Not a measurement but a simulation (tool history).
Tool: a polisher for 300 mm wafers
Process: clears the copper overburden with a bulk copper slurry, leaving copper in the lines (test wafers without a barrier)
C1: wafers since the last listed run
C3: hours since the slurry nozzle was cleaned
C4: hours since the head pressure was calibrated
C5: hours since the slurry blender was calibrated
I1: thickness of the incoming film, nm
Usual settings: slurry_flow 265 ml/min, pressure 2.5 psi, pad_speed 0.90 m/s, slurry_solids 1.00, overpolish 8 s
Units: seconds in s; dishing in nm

Run 1, hour 0.0: usual settings but slurry_flow 330 ml/min; C1 0; wafers polished on this pad 814; C3 537.5; C4 1154.0; C5 104.5; I1 770.6. Result: seconds 137.9 s, dishing 30.9 nm.
Run 2, hour 14.1: usual settings; C1 178; wafers polished on this pad 993; C3 551.6; C4 1168.1; C5 118.6; I1 783.6. Result: seconds 155.2 s, dishing 28.8 nm.
At hour 20.2: worn pad replaced by a new one.
Run 3, hour 24.6: usual settings; C1 82; wafers polished on this pad 55; C3 562.1; C4 1178.6; C5 129.1; I1 776.9. Result: seconds 140.7 s, dishing 31.0 nm.
Run 4, hour 38.8: usual settings; C1 179; wafers polished on this pad 235; C3 576.3; C4 1192.8; C5 143.3; I1 776.0. Result: seconds 143.0 s, dishing 30.6 nm.
Run 5, hour 55.1: usual settings; C1 206; wafers polished on this pad 441; C3 592.6; C4 1209.1; C5 159.6; I1 774.1. Result: seconds 144.2 s, dishing 30.9 nm.
Run 6, hour 65.7: usual settings but slurry_solids 0.90, overpolish 7 s; C1 134; wafers polished on this pad 575; C3 603.2; C4 1219.7; C5 170.2; I1 768.3. Result: seconds 140.8 s, dishing 27.6 nm.
Run 7, hour 81.3: usual settings but slurry_solids 0.90, overpolish 7 s; C1 197; wafers polished on this pad 773; C3 618.8; C4 1235.3; C5 185.8; I1 774.1. Result: seconds 152.0 s, dishing 26.0 nm.
At hour 93.8: head pressure recalibrated.
Run 8, hour 94.3: usual settings but slurry_solids 0.90, overpolish 7 s; C1 139; wafers polished on this pad 913; C3 631.8; C4 0.5; C5 198.8; I1 777.7. Result: seconds 151.5 s, dishing 25.4 nm.
At hour 99.1: worn pad replaced by a new one.
Run 9, hour 122.6: usual settings; C1 307; wafers polished on this pad 297; C3 660.1; C4 28.8; C5 227.1; I1 767.4. Result: seconds 136.6 s, dishing 31.1 nm.
Run 10, hour 130.2: usual settings but overpolish 6 s; C1 96; wafers polished on this pad 393; C3 667.7; C4 36.4; C5 234.7; I1 783.1. Result: seconds 142.1 s, dishing 23.6 nm.
Run 11, hour 145.6: usual settings but overpolish 6 s; C1 195; wafers polished on this pad 589; C3 683.1; C4 51.8; C5 250.1; I1 772.8. Result: seconds 143.2 s, dishing 23.9 nm.
Run 12, hour 158.4: usual settings but pressure 1.9 psi, pad_speed 1.08 m/s, slurry_solids 1.20, overpolish 7 s; C1 162; wafers polished on this pad 751; C3 695.9; C4 64.6; C5 262.9; I1 776.9. Result: seconds 157.9 s, dishing 24.9 nm.
Run 13, hour 173.4: usual settings but pressure 2.2 psi, pad_speed 1.06 m/s, slurry_solids 0.90; C1 190; wafers polished on this pad 941; C3 710.9; C4 79.6; C5 277.9; I1 769.1. Result: seconds 146.9 s, dishing 28.8 nm.
Run 14, hour 181.8: usual settings but pad_speed 1.12 m/s; C1 106; wafers polished on this pad 1047; C3 719.3; C4 88.0; C5 286.3; I1 778.8. Result: seconds 126.0 s, dishing 33.6 nm.
At hour 189.7: worn pad replaced by a new one, of another model than before.
Run 15, hour 196.7: usual settings; C1 138; wafers polished on this pad 89; C3 734.2; C4 102.9; C5 301.2; I1 775.4. Result: seconds 138.1 s, dishing 30.6 nm.
Run 16, hour 203.4: usual settings but slurry_flow 230 ml/min, pad_speed 1.06 m/s, overpolish 4 s; C1 84; wafers polished on this pad 174; C3 740.9; C4 109.6; C5 307.9; I1 769.5. Result: seconds 121.0 s, dishing 18.8 nm.
Run 17, hour 212.5: usual settings but slurry_flow 350 ml/min, pad_speed 0.68 m/s, slurry_solids 1.25, overpolish 12 s; C1 115; wafers polished on this pad 289; C3 750.0; C4 118.7; C5 317.0; I1 781.9. Result: seconds 160.7 s, dishing 39.0 nm.
Run 18, hour 226.9: usual settings but pressure 2.8 psi, pad_speed 1.12 m/s, overpolish 10 s; C1 182; wafers polished on this pad 471; C3 764.4; C4 133.1; C5 331.4; I1 782.9. Result: seconds 110.6 s, dishing 44.5 nm.
Run 19, hour 243.8: usual settings but pressure 1.8 psi; C1 214; wafers polished on this pad 685; C3 781.3; C4 150.0; C5 348.3; I1 786.8. Result: seconds 184.9 s, dishing 24.5 nm.
Run 20, hour 253.5: usual settings; C1 122; wafers polished on this pad 808; C3 791.0; C4 159.7; C5 358.0; I1 763.8. Result: seconds 144.4 s, dishing 29.4 nm.
At hour 254.5: slurry nozzle cleaned.
At hour 258.6: slurry blender recalibrated.
At hour 276.8: worn pad replaced by a new one.
Run 21, hour 300.4: usual settings; C1 505; wafers polished on this pad 299; C3 45.9; C4 206.6; C5 41.8; I1 789.4. Result: seconds 149.7 s, dishing 29.9 nm.
Run 22, hour 313.5: usual settings but slurry_flow 335 ml/min, overpolish 12 s; C1 166; wafers polished on this pad 465; C3 59.0; C4 219.7; C5 54.9; I1 780.0. Result: seconds 144.8 s, dishing 41.7 nm.
Run 23, hour 320.3: usual settings but slurry_flow 300 ml/min, pressure 1.9 psi, slurry_solids 1.25; C1 86; wafers polished on this pad 551; C3 65.8; C4 226.5; C5 61.7; I1 780.2. Result: seconds 173.9 s, dishing 26.2 nm.
Run 24, hour 327.0: usual settings but pressure 2.3 psi, slurry_solids 0.90; C1 84; wafers polished on this pad 636; C3 72.5; C4 233.2; C5 68.4; I1 763.6. Result: seconds 157.1 s, dishing 27.1 nm.
Run 25, hour 334.3: usual settings but slurry_flow 235 ml/min, pressure 1.8 psi, pad_speed 1.10 m/s; C1 92; wafers polished on this pad 728; C3 79.8; C4 240.5; C5 75.7; I1 775.8. Result: seconds 168.1 s, dishing 26.5 nm.
Run 26, hour 346.5: usual settings; C1 154; wafers polished on this pad 883; C3 92.0; C4 252.7; C5 87.9; I1 781.1. Result: seconds 160.8 s, dishing 29.0 nm.
Run 27, hour 362.1: usual settings but slurry_solids 0.75; C1 197; wafers polished on this pad 1080; C3 107.6; C4 268.3; C5 103.5; I1 771.3. Result: seconds 169.5 s, dishing 26.2 nm.

The next listed run, before its measurement:
At hour 367.1: worn pad replaced by a new one.
Run 28, hour 376.2: usual settings but slurry_flow 220 ml/min; C1 127; wafers polished on this pad 115; C3 121.7; C4 282.4; C5 117.6; I1 776.2. Result: seconds ?, dishing ?.

{"run 28": {"seconds": 141.6, "dishing": 31.1}}
Without the tool's hidden state the same run would have given seconds 140.9 s, dishing 31.2 nm.
